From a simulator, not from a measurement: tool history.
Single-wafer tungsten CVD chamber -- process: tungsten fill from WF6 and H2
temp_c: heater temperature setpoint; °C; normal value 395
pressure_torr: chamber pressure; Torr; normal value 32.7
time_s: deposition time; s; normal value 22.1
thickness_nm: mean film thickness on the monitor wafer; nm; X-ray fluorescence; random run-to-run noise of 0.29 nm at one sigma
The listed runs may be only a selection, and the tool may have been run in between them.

run,hour,temp_c,pressure_torr,time_s,wafers since the last listed run,hours since the last thermocouple change,hours since the last manometer calibration,hours since the showerhead was replaced,hours since the gauge calibration,"read-back reference wafer on the same gauge, thickness_nm",thickness_nm
1,0,385,28.8,22.1,0,1345.3,1105.4,7465.9,1063,50.987,42.618
2,56.8,386,32.7,22.1,1373,1402.1,1162.2,7522.7,1119.8,51.042,47.044
3,121.4,386,32.7,22.1,1562,1466.7,1226.8,7587.3,1184.4,50.996,46.882
4,176.6,385,39.1,22.1,1334,1521.9,1282,7642.5,1239.6,51.066,51.158
5,245.3,385,39.1,22.1,1661,1590.6,1350.7,7711.2,1308.3,51.07,51.191
6,451.4,395,32.7,22.1,4984,1796.7,1556.8,7917.3,1514.4,51.062,54.553
7,493.8,395,32.7,22.1,1025,1839.1,1599.2,7959.7,1556.8,51.022,54.01
8,537.5,395,32.7,22.1,1056,1882.8,1642.9,8003.4,1600.5,50.921,54.557
# hour 566.5: gauge calibrated
# hour 679.2: thermocouple changed; heater temperature recalibrated
9,726.3,395,35.1,22.1,4372,47.1,1831.7,8192.2,159.8,50.951,55.506
10,765.5,395,35.1,22.1,947,86.3,1870.9,8231.4,199,50.956,55.564
11,829.3,395,35.1,22.1,1542,150.1,1934.7,8295.2,262.8,51.052,55.58
12,871.4,395,32.7,22.1,1018,192.2,1976.8,8337.3,304.9,50.906,52.652
13,904.1,395,32.7,22.1,790,224.9,2009.5,8370,337.6,50.961,52.51
14,948.2,395,32.7,22.1,1066,269,2053.6,8414.1,381.7,50.996,52.721
15,988.9,395,32.7,22.1,984,309.7,2094.3,8454.8,422.4,50.995,53.085
16,1048,395,32.7,22.1,1429,368.8,2153.4,8513.9,481.5,50.915,52.83
# hour 1075.7: thermocouple changed; heater temperature recalibrated, repeated, since the last time left the tool worse
# hour 1098.7: showerhead replaced
17,1107.5,404,35.4,24.9,1051,31.8,2212.9,8.8,541,51.015,76.769
18,1146.6,390,25.5,19.5,945,70.9,2252,47.9,580.1,50.907,38.584
19,1189.4,395,32.7,22.1,1035,113.7,2294.8,90.7,622.9,50.923,55.983
20,1251,384,32.7,24.6,1489,175.3,2356.4,152.3,684.5,50.982,50.512
21,1292.6,390,32.7,26.4,1006,216.9,2398,193.9,726.1,51.014,61.141
22,1319.2,410,28.1,19.9,643,243.5,2424.6,220.5,752.7,50.93,59.125
# hour 1354.3: capacitance manometer re-zeroed and calibrated
23,1359.1,395,36,22.1,771,283.4,4.8,260.4,792.6,50.992,59.281
24,1388.5,382,25,22.1,710,312.8,34.2,289.8,822,51.077,36.681
25,1432.1,395,32.7,22.1,1054,356.4,77.8,333.4,865.6,50.977,55.438
26,1461.7,395,32.7,18.5,715,386,107.4,363,895.2,51.016,46.959
27,1508.8,395,25.2,18.8,1139,433.1,154.5,410.1,942.3,50.964,39.892
28,1538.9,401,32.7,22.1,727,463.2,184.6,440.2,972.4,50.936,61.728

The next listed run, before its measurement:
29,1579.9,390,25.3,20.7,991,504.2,225.6,481.2,1013.4,?,?

{"run 29": {"read-back reference wafer on the same gauge, thickness_nm": 51.079, "thickness_nm": 40.256}}
Were there no unlogged condition in the tool, this run, its random variation unchanged, would have produced thickness_nm 40.905 nm.
